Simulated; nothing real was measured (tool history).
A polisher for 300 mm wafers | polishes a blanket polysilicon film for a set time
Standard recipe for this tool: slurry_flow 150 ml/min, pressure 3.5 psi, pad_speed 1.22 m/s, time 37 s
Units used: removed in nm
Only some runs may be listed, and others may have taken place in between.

| run | hour | slurry_flow | pressure | pad_speed | time | wafers since the last listed run | wafers polished on this pad | hours since the slurry nozzle was cleaned | hours since the head pressure was calibrated | incoming thickness of the incoming film, nm | removed |
|---|---|---|---|---|---|---|---|---|---|---|---|
| 1 | 0.0 | 150 | 3.5 | 0.94 | 37 | 0 | 856 | 438.0 | 178.1 | 1602.1 | 410.3 |
| 2 | 58.7 | 150 | 3.5 | 0.94 | 37 | 436 | 1293 | 496.7 | 236.8 | 1578.9 | 397.4 |
| 3 | 100.9 | 150 | 3.5 | 1.40 | 37 | 314 | 1607 | 538.9 | 279.0 | 1584.1 | 580.8 |
|  | 120.4 | slurry nozzle cleaned |
| 4 | 137.2 | 150 | 3.5 | 0.96 | 30 | 262 | 1870 | 16.8 | 315.3 | 1592.8 | 357.0 |
|  | 165.3 | worn pad replaced by a new one |
| 5 | 166.4 | 150 | 3.5 | 0.96 | 30 | 187 | 8 | 46.0 | 344.5 | 1593.0 | 352.5 |
| 6 | 221.8 | 150 | 3.5 | 0.96 | 30 | 412 | 420 | 101.4 | 399.9 | 1585.8 | 350.6 |
|  | 244.4 | head pressure recalibrated |
| 7 | 251.3 | 150 | 3.1 | 1.22 | 37 | 204 | 625 | 130.9 | 6.9 | 1566.1 | 497.4 |
| 8 | 308.5 | 150 | 3.1 | 1.22 | 37 | 425 | 1051 | 188.1 | 64.1 | 1588.8 | 491.2 |
| 9 | 373.6 | 150 | 3.1 | 1.22 | 37 | 484 | 1535 | 253.2 | 129.2 | 1608.2 | 494.1 |
| 10 | 417.2 | 150 | 3.5 | 1.22 | 37 | 324 | 1860 | 296.8 | 172.8 | 1599.1 | 556.8 |
| 11 | 444.0 | 150 | 3.5 | 1.22 | 37 | 199 | 2059 | 323.6 | 199.6 | 1618.9 | 540.8 |
|  | 484.9 | worn pad replaced by a new one |
| 12 | 485.5 | 150 | 3.5 | 1.22 | 37 | 279 | 4 | 365.1 | 241.1 | 1580.6 | 537.5 |
| 13 | 516.6 | 150 | 3.5 | 1.22 | 41 | 231 | 236 | 396.2 | 272.2 | 1593.2 | 575.7 |
| 14 | 545.0 | 150 | 3.5 | 1.22 | 41 | 211 | 447 | 424.6 | 300.6 | 1621.1 | 574.4 |
| 15 | 592.4 | 185 | 3.5 | 1.22 | 37 | 352 | 800 | 472.0 | 348.0 | 1593.0 | 568.6 |
|  | 594.5 | slurry nozzle cleaned |
|  | 647.9 | head pressure recalibrated |
| 16 | 648.3 | 185 | 3.5 | 1.22 | 37 | 393 | 1194 | 53.8 | 0.4 | 1588.9 | 500.9 |
| 17 | 684.7 | 185 | 3.5 | 1.22 | 37 | 270 | 1465 | 90.2 | 36.8 | 1610.5 | 523.9 |
| 18 | 738.0 | 195 | 2.5 | 1.52 | 32 | 396 | 1862 | 143.5 | 90.1 | 1586.3 | 395.9 |
|  | 782.6 | worn pad replaced by a new one |
| 19 | 791.8 | 150 | 4.3 | 1.22 | 37 | 370 | 68 | 197.3 | 143.9 | 1580.1 | 579.0 |
| 20 | 860.7 | 150 | 3.5 | 1.22 | 37 | 512 | 581 | 266.2 | 212.8 | 1553.4 | 457.0 |
|  | 876.6 | slurry nozzle cleaned, repeated, since the last time left the tool worse |
| 21 | 902.2 | 150 | 3.1 | 1.22 | 42 | 301 | 883 | 25.6 | 254.3 | 1570.7 | 552.2 |
| 22 | 928.6 | 150 | 3.5 | 1.22 | 37 | 196 | 1079 | 52.0 | 280.7 | 1578.8 | 555.4 |
| 23 | 992.7 | 185 | 3.5 | 1.22 | 37 | 477 | 1556 | 116.1 | 344.8 | 1597.8 | 582.1 |
|  | 1043.3 | worn pad replaced by a new one |
| 24 | 1064.7 | 150 | 2.5 | 1.22 | 37 | 506 | 159 | 188.1 | 416.8 | 1592.8 | 402.2 |
|  | 1106.8 | head pressure recalibrated |
| 25 | 1110.1 | 170 | 3.5 | 1.22 | 37 | 323 | 482 | 233.5 | 3.3 | 1608.7 | 564.2 |
| 26 | 1163.1 | 150 | 3.5 | 1.36 | 37 | 394 | 876 | 286.5 | 56.3 | 1578.0 | 628.7 |
| 27 | 1205.0 | 105 | 3.5 | 0.94 | 37 | 311 | 1188 | 328.4 | 98.2 | 1615.6 | 377.8 |
| 28 | 1249.6 | 150 | 3.5 | 1.22 | 37 | 331 | 1520 | 373.0 | 142.8 | 1576.0 | 545.0 |
| 29 | 1282.7 | 185 | 4.1 | 1.00 | 49 | 246 | 1767 | 406.1 | 175.9 | 1574.5 | 724.5 |
|  | 1337.5 | slurry nozzle cleaned |
| 30 | 1344.3 | 110 | 2.5 | 1.56 | 47 | 451 | 2218 | 6.8 | 237.5 | 1557.6 | 611.6 |
| 31 | 1368.6 | 150 | 3.5 | 1.22 | 37 | 180 | 2399 | 31.1 | 261.8 | 1600.5 | 579.2 |
|  | 1372.9 | worn pad replaced by a new one |
| 32 | 1430.1 | 150 | 3.5 | 1.02 | 25 | 428 | 425 | 92.6 | 323.3 | 1585.7 | 312.1 |
| 33 | 1474.3 | 150 | 4.7 | 1.22 | 25 | 329 | 754 | 136.8 | 367.5 | 1567.8 | 508.4 |
| 34 | 1510.4 | 135 | 3.9 | 1.62 | 43 | 268 | 1023 | 172.9 | 403.6 | 1614.2 | 928.9 |

What if the next run were any one of these 5? Each begins from the tool's condition after run 34:
| A | 1510.8 | 150 | 3.5 | 1.22 | 48 | 2 | 1026 | 173.3 | 404.0 | 1600.0 | ? |
| B | 1510.8 | 130 | 3.5 | 1.22 | 37 | 2 | 1026 | 173.3 | 404.0 | 1600.0 | ? |
| C | 1510.8 | 195 | 3.5 | 1.22 | 29 | 2 | 1026 | 173.3 | 404.0 | 1600.0 | ? |
| D | 1510.8 | 150 | 3.5 | 1.64 | 37 | 2 | 1026 | 173.3 | 404.0 | 1600.0 | ? |
| E | 1510.8 | 165 | 3.5 | 1.64 | 37 | 2 | 1026 | 173.3 | 404.0 | 1600.0 | ? |

| run | removed |
|---|---|
| A | 700.0 |
| B | 523.3 |
| C | 442.4 |
| D | 725.4 |
| E | 738.5 |
Take away the tool's hidden state, keep each run's random variation, and the runs would have read:
| run | removed |
|---|---|
| A | 705.2 |
| B | 527.8 |
| C | 444.9 |
| D | 730.7 |
| E | 743.4 |
